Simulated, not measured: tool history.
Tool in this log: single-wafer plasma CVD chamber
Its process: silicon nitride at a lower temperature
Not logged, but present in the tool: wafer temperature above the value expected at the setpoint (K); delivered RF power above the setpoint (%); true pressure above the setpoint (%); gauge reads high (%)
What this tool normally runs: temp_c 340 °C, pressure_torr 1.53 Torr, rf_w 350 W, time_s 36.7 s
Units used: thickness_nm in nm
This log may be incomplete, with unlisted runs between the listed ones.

run,hour,temp_c,pressure_torr,rf_w,time_s,wafers since the last listed run,hours since the last thermocouple change,hours since the last RF generator calibration,hours since the last manometer calibration,hours since the showerhead was replaced,hours since the gauge calibration,"read-back reference wafer on the same gauge, thickness_nm",thickness_nm
1,0.0,340,1.28,350,36.7,0,586.4,1936.6,281.1,4972.4,276.2,37.161,40.907
2,53.4,340,1.28,350,36.7,1180,639.8,1990.0,334.5,5025.8,329.6,37.203,41.165
3,135.2,340,1.28,350,36.7,1808,721.6,2071.8,416.3,5107.6,411.4,37.189,40.500
4,218.8,340,1.53,310,36.7,1848,805.2,2155.4,499.9,5191.2,495.0,37.162,41.166
5,320.0,340,1.53,310,36.7,2237,906.4,2256.6,601.1,5292.4,596.2,37.221,41.057
# hour 390.0: thermocouple changed; heater temperature recalibrated
6,426.8,340,1.53,350,36.7,2184,36.8,2363.4,707.9,5399.2,703.0,37.133,44.096
7,495.0,340,1.73,350,36.7,1507,105.0,2431.6,776.1,5467.4,771.2,37.209,46.588
8,535.7,340,1.73,350,36.7,899,145.7,2472.3,816.8,5508.1,811.9,37.194,46.408
9,617.2,340,1.73,350,36.7,1801,227.2,2553.8,898.3,5589.6,893.4,37.186,46.276
10,725.1,340,1.53,370,36.7,2385,335.1,2661.7,1006.2,5697.5,1001.3,37.209,45.376
# hour 741.3: RF generator calibrated
# hour 762.6: showerhead replaced
11,831.9,340,1.53,370,36.7,2007,441.9,90.6,1113.0,69.3,1108.1,37.199,48.662
# hour 884.9: gauge calibrated
12,935.3,340,1.53,370,36.7,2286,545.3,194.0,1216.4,172.7,50.4,37.225,49.332
13,973.6,340,1.53,375,36.7,846,583.6,232.3,1254.7,211.0,88.7,37.230,49.412
14,1048.3,328,1.53,330,31.3,1651,658.3,307.0,1329.4,285.7,163.4,37.118,39.034
15,1137.4,336,1.75,295,34.6,1969,747.4,396.1,1418.5,374.8,252.5,37.226,42.967
16,1210.2,340,1.53,350,36.7,1609,820.2,468.9,1491.3,447.6,325.3,37.197,47.068
17,1286.7,340,1.19,350,36.7,1691,896.7,545.4,1567.8,524.1,401.8,37.270,40.914
# hour 1329.4: thermocouple changed; heater temperature recalibrated
# hour 1329.5: capacitance manometer re-zeroed and calibrated
18,1352.9,340,1.87,300,36.7,1283,23.5,611.6,23.4,590.3,468.0,37.176,45.041
19,1456.7,340,1.70,320,36.7,2294,127.3,715.4,127.2,694.1,571.8,37.165,45.468
20,1500.8,345,1.53,295,38.8,975,171.4,759.5,171.3,738.2,615.9,37.181,43.251
21,1605.2,340,1.70,320,36.7,2308,275.8,863.9,275.7,842.6,720.3,37.223,45.678
22,1704.0,340,1.20,350,38.6,2184,374.6,962.7,374.5,941.4,819.1,37.260,42.537

Below are 3 alternative next runs, each starting from the tool's condition after run 22. Predict each:
A,1704.4,351,1.53,350,36.7,8,375.0,963.1,374.9,941.8,819.5,?,?
B,1704.4,347,1.27,385,39.9,8,375.0,963.1,374.9,941.8,819.5,?,?
C,1704.4,355,1.53,315,29.5,8,375.0,963.1,374.9,941.8,819.5,?,?

run,"read-back reference wafer on the same gauge, thickness_nm",thickness_nm
A,37.148,45.300
B,37.148,47.433
C,37.148,33.995
The same runs, with their run-to-run variation unchanged, on a tool lacking any hidden condition would have given:
run,thickness_nm
A,45.544
B,47.667
C,34.191
